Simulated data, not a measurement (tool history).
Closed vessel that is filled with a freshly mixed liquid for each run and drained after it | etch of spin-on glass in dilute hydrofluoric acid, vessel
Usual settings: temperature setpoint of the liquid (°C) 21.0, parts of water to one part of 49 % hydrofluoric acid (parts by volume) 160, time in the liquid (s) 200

run	hour	temperature setpoint of the liquid (°C)	parts of water to one part of 49 % hydrofluoric acid (parts by volume)	time in the liquid (s)	read-back film thickness of the spin-on glass reference wafer, read on the same gauge (nm)	thickness taken off the spin-on glass on a monitor wafer (nm)
1	0.0	17.5	160	200	149.98	24.70
2	56.4	17.5	160	200	150.00	24.82
3	93.8	24.0	200	200	149.99	24.69
4	162.2	24.0	200	200	150.00	24.62
5	221.9	17.0	115	200	149.99	35.83
6	266.2	17.0	115	200	149.94	35.49
7	347.7	21.0	160	200	149.95	28.73
# hour 499.6: hydrofluoric acid flow meter replaced
8	609.8	21.0	220	200	150.00	19.62
9	702.9	21.0	160	265	150.01	37.61
10	741.5	21.0	160	200	149.97	28.61
11	805.3	21.0	225	200	149.98	19.17
12	894.0	23.0	195	240	150.02	29.33
13	958.8	21.0	120	310	150.04	62.24
# hour 997.9: gauge calibrated
14	1042.8	17.0	110	260	150.03	49.16
15	1138.4	17.0	225	320	150.00	26.52
16	1190.6	25.0	100	110	150.03	32.41
17	1287.4	21.0	160	310	150.06	45.22
18	1336.3	21.0	125	200	150.02	38.97
19	1413.0	19.5	85	235	150.00	66.84
20	1497.6	18.5	100	120	149.97	27.30
21	1588.7	21.0	160	200	150.01	29.55
22	1638.9	17.0	160	85	150.03	10.71
23	1704.4	17.0	225	280	149.98	23.82
# hour 1708.1: thermometer replaced
24	1754.7	25.0	100	110	149.98	31.25
25	1972.1	21.0	200	110	149.99	12.01
26	2027.0	25.0	80	100	150.02	36.60
27	2101.6	21.0	160	200	150.00	28.89
28	2196.8	21.0	85	100	150.03	29.18
29	2288.7	21.0	160	200	150.01	28.56
# hour 2324.4: hydrofluoric acid flow meter replaced
30	2366.1	21.0	160	200	150.01	28.53
31	2414.4	21.0	225	120	150.04	11.24
32	2487.7	18.0	100	85	149.95	18.35
33	2565.6	21.0	160	200	150.02	28.65

The tool's hidden state at each run:
gauge reads high (%): 0 in every run
H1: liquid hotter than its thermometer reads (K)
H2: hydrofluoric acid flow above the setpoint (%)
run	H1	H2
1	0.228	1.34
2	0.259	1.4
3	0.279	1.44
4	0.317	1.51
5	0.35	1.57
6	0.374	1.61
7	0.419	1.69
8	0.563	0.194
9	0.614	0.287
10	0.635	0.326
11	0.67	0.39
12	0.719	0.479
13	0.755	0.544
14	0.801	0.628
15	0.853	0.724
16	0.882	0.776
17	0.935	0.874
18	0.962	0.923
19	1	1
20	1.05	1.08
21	1.1	1.18
22	1.13	1.23
23	1.16	1.29
24	0.0764	1.34
25	0.196	1.56
26	0.226	1.62
27	0.267	1.69
28	0.319	1.79
29	0.37	1.88
30	0.412	0.0594
31	0.439	0.108
32	0.479	0.181
33	0.522	0.26
